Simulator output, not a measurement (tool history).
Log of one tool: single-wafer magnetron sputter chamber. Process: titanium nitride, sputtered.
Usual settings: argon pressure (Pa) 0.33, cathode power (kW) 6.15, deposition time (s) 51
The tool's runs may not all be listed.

| run | day | argon pressure (Pa) | cathode power (kW) | deposition time (s) | read-back reference wafer on the same gauge, thickness_nm | mean film thickness on the monitor wafer (angstrom) |
|---|---|---|---|---|---|---|
| 1 | 0 | 0.3 | 6.15 | 46.1 | 54.364 | 552.69 |
| 2 | 0.667 | 0.3 | 6.15 | 51 | 54.443 | 608.53 |
| 3 | 1.388 | 0.3 | 6.15 | 51 | 54.42 | 609.29 |
| 4 | 1.825 | 0.33 | 5.35 | 51 | 54.375 | 541.62 |
| 5 | 2.242 | 0.33 | 5.35 | 51 | 54.394 | 543.62 |
| 6 | 2.612 | 0.33 | 6.15 | 51 | 54.424 | 596.11 |
| 7 | 2.988 | 0.33 | 6.15 | 46.9 | 54.401 | 548.68 |
| 8 | 3.504 | 0.33 | 6.15 | 46.9 | 54.4 | 547.62 |
|  | 3.625 | gauge calibrated |
| 9 | 4.162 | 0.33 | 6.15 | 51 | 54.409 | 592.35 |
| 10 | 4.596 | 0.33 | 5.65 | 51 | 54.399 | 559.58 |
| 11 | 5.183 | 0.33 | 6.15 | 51 | 54.419 | 591.6 |
| 12 | 5.854 | 0.33 | 6.15 | 51 | 54.391 | 588.33 |
|  | 6.217 | magnet pack replaced |
| 13 | 6.238 | 0.33 | 6.15 | 51 | 54.427 | 586.67 |
| 14 | 6.654 | 0.367 | 6.15 | 44.2 | 54.419 | 498.57 |
| 15 | 7.079 | 0.425 | 6.75 | 54.4 | 54.418 | 635.6 |
| 16 | 7.771 | 0.237 | 6.15 | 57.6 | 54.366 | 693.2 |
| 17 | 8.417 | 0.391 | 4.95 | 45.6 | 54.388 | 435.42 |
| 18 | 8.762 | 0.33 | 5.05 | 55.8 | 54.414 | 557.67 |
|  | 9.521 | sputter target and shields replaced |
|  | 9.6 | capacitance manometer re-zeroed and calibrated |
| 19 | 9.621 | 0.249 | 6.15 | 48.1 | 54.383 | 597.41 |
|  | 9.783 | gauge calibrated |
| 20 | 9.783 | 0.367 | 6.15 | 44.2 | 54.381 | 510.7 |
| 21 | 10.088 | 0.33 | 6.15 | 51 | 54.45 | 601.44 |
| 22 | 10.525 | 0.33 | 6.15 | 51 | 54.374 | 603.38 |
| 23 | 11.775 | 0.33 | 7.45 | 51 | 54.41 | 683.82 |
| 24 | 12.483 | 0.395 | 7.35 | 51 | 54.358 | 658.88 |
| 25 | 13.117 | 0.33 | 7.25 | 51 | 54.437 | 670.59 |
| 26 | 13.704 | 0.237 | 6.15 | 57.6 | 54.387 | 712.89 |

Forecast each of these 4 alternatives for the next run:
| A | 13.721 | 0.33 | 6.15 | 51 | ? | ? |
| B | 13.721 | 0.261 | 7.3 | 54.8 | ? | ? |
| C | 13.721 | 0.225 | 6.55 | 44.6 | ? | ? |
| D | 13.721 | 0.208 | 7.5 | 60.4 | ? | ? |

| run | read-back reference wafer on the same gauge, thickness_nm | mean film thickness on the monitor wafer (angstrom) |
|---|---|---|
| A | 54.45 | 599.39 |
| B | 54.45 | 754.27 |
| C | 54.45 | 580.33 |
| D | 54.45 | 873.29 |
Without the tool's hidden state the same runs would have given:
| run | mean film thickness on the monitor wafer (angstrom) |
|---|---|
| A | 604.46 |
| B | 760.66 |
| C | 585.25 |
| D | 880.68 |
